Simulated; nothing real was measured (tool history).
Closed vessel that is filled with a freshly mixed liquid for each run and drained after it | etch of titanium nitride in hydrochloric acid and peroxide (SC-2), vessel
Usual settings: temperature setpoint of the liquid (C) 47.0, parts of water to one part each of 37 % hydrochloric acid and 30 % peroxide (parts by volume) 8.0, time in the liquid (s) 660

run,day,temperature setpoint of the liquid (C),parts of water to one part each of 37 % hydrochloric acid and 30 % peroxide (parts by volume),time in the liquid (s),wafers since the last listed run,hours since the thermometer was replaced,hours since the chemicals flow meter was replaced,hours since the drum of peroxide was connected,hours since the gauge calibration,"read-back film thickness of the titanium nitride reference wafer, read on the same gauge (nm)",thickness taken off the titanium nitride on a monitor wafer (angstrom)
1,0.000,47.0,8.0,660,0,1408.3,1475.9,806.6,485.2,120.07,141.8
2,0.883,47.0,8.0,660,980,1429.5,1497.1,827.8,506.4,120.04,145.4
3,2.167,47.0,8.0,660,1425,1460.3,1527.9,858.6,537.2,120.01,145.1
4,3.346,47.0,8.0,660,1309,1488.6,1556.2,886.9,565.5,120.02,145.1
5,4.625,47.0,8.0,660,1420,1519.3,1586.9,917.6,596.2,119.98,144.5
6,6.312,47.0,8.0,660,1873,1559.8,1627.4,958.1,636.7,119.97,145.2
7,7.379,40.0,5.5,660,1184,1585.4,1653.0,983.7,662.3,119.98,115.6
8,8.346,47.0,8.0,660,1073,1608.6,1676.2,1006.9,685.5,120.02,139.9
9,8.958,47.0,8.0,660,680,1623.3,1690.9,1021.6,700.2,120.00,143.5
10,10.142,47.0,8.0,660,1313,1651.7,1719.3,1050.0,728.6,120.04,141.5
# day 10.779: thermometer replaced
11,10.808,43.5,8.0,660,694,0.7,1735.3,1066.0,744.6,119.96,126.4
12,11.842,43.5,8.0,660,1147,25.5,1760.1,1090.8,769.4,120.02,126.9
# day 12.838: new drum of peroxide connected
13,12.858,47.0,8.0,440,1082,49.9,1784.5,0.5,793.8,119.97,105.4
14,13.521,47.0,8.0,660,735,65.8,1800.4,16.4,809.7,119.99,162.1
15,14.254,55.0,4.5,325,814,83.4,1818.0,34.0,827.3,120.00,210.4
16,14.871,56.5,5.5,1015,684,98.2,1832.8,48.8,842.1,120.01,612.1
# day 17.171: chemicals flow meter replaced
17,17.192,47.0,11.0,1015,2530,153.9,0.5,104.5,897.8,119.97,185.9
# day 18.454: gauge calibrated
18,18.562,55.0,4.5,325,1522,186.8,33.4,137.4,2.6,120.06,205.1
19,22.721,56.0,10.0,660,4617,286.6,133.2,237.2,102.4,120.01,239.5
20,23.962,47.0,8.0,660,1378,316.4,163.0,267.0,132.2,120.01,157.4
21,24.708,47.0,8.0,945,828,334.3,180.9,284.9,150.1,119.98,226.0
22,25.358,56.5,10.5,390,721,349.9,196.5,300.5,165.7,119.99,137.5
23,26.396,47.0,8.0,660,1152,374.8,221.4,325.4,190.6,119.94,157.2
24,27.879,47.0,11.5,660,1647,410.4,257.0,361.0,226.2,119.97,115.4
25,29.196,37.5,8.0,660,1462,442.0,288.6,392.6,257.8,120.05,78.6
26,30.262,47.0,8.0,660,1184,467.6,314.2,418.2,283.4,120.04,153.4

4 ways to go on from here, each from the tool as it stands after run 26. What would each give?
A,30.296,44.0,8.0,660,37,468.4,315.0,419.0,284.2,?,?
B,30.296,47.0,11.0,845,37,468.4,315.0,419.0,284.2,?,?
C,30.296,39.5,11.0,275,37,468.4,315.0,419.0,284.2,?,?
D,30.296,50.0,8.0,470,37,468.4,315.0,419.0,284.2,?,?

run,"read-back film thickness of the titanium nitride reference wafer, read on the same gauge (nm)",thickness taken off the titanium nitride on a monitor wafer (angstrom)
A,120.03,126.0
B,120.03,152.6
C,120.03,29.4
D,120.03,135.1
Without the tool's hidden state the same runs would have given:
run,thickness taken off the titanium nitride on a monitor wafer (angstrom)
A,130.5
B,157.8
C,30.5
D,139.7
